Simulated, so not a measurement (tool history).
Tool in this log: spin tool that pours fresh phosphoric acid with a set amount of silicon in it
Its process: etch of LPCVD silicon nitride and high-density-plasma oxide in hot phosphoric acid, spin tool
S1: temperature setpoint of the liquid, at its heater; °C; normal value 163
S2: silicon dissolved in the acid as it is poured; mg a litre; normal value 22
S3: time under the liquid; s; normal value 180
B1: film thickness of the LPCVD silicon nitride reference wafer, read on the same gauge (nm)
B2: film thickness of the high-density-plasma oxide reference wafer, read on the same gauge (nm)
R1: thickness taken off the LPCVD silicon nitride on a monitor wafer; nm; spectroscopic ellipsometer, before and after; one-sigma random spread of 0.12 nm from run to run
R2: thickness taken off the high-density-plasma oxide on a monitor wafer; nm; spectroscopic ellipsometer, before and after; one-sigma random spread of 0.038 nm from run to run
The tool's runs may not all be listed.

run,hour,S1,S2,S3,B1,B2,R1,R2
1,0,161.5,22,75,130.02,140.012,7.64,0.106
2,35.2,163,22,100,129.98,140.001,10.68,0.131
3,58.9,162,30.5,150,129.99,140.007,15.74,0.141
4,91.4,163,22,180,129.96,140.007,19.35,0.258
5,119.3,163,22,180,130,140.006,19.45,0.294
# hour 140.1: gauge calibrated
6,145.4,163,22,180,130,139.995,19.16,0.209
7,176.1,162,12,180,130.03,139.992,18.62,0.33
8,188.8,164,9.5,135,130.02,140.007,15.04,0.293
# hour 192.8: dissolved silicon flow meter replaced
9,208.4,163,22,235,130.04,139.989,25.51,0.335
# hour 230: heated supply line repaired
10,242.1,161,12,180,129.96,140.005,17.98,0.344
11,267.2,160.5,17.5,180,129.97,140.009,17.82,0.266
12,280.3,165.5,22,110,130.01,140.001,12.88,0.187
13,312.3,163,22,180,129.98,139.99,19.2,0.262
14,347.3,163,22,215,130.02,140.008,22.98,0.217
15,377.8,161.5,38,210,130.06,140.005,21.51,0.157
16,474.3,163,7.5,180,130.04,139.992,19.35,0.406
17,492.3,161.5,38,210,130.02,140.011,21.29,0.141
18,508.5,163,22,180,129.98,139.984,19.5,0.258
19,531.4,160,22,90,130,139.991,8.81,0.107
20,547.4,163,8.5,95,129.99,140.004,10.22,0.2
21,570.1,163,13,290,130.01,140.017,31.29,0.743

What if the next run were any one of these 4? Each begins from the tool's condition after run 21:
A,570.6,163,22,180,?,?,?,?
B,570.6,163,10,180,?,?,?,?
C,570.6,165.5,16,95,?,?,?,?
D,570.6,163,22,275,?,?,?,?

run,B1,B2,R1,R2
A,130.02,140.001,19.44,0.27
B,130.02,140.001,19.44,0.368
C,130.02,140.001,11.14,0.202
D,130.02,140.001,29.69,0.413
With the hidden condition removed and each run's random variation left untouched, the same runs would have given:
run,R1,R2
A,19.44,0.27
B,19.44,0.368
C,11.14,0.202
D,29.69,0.413
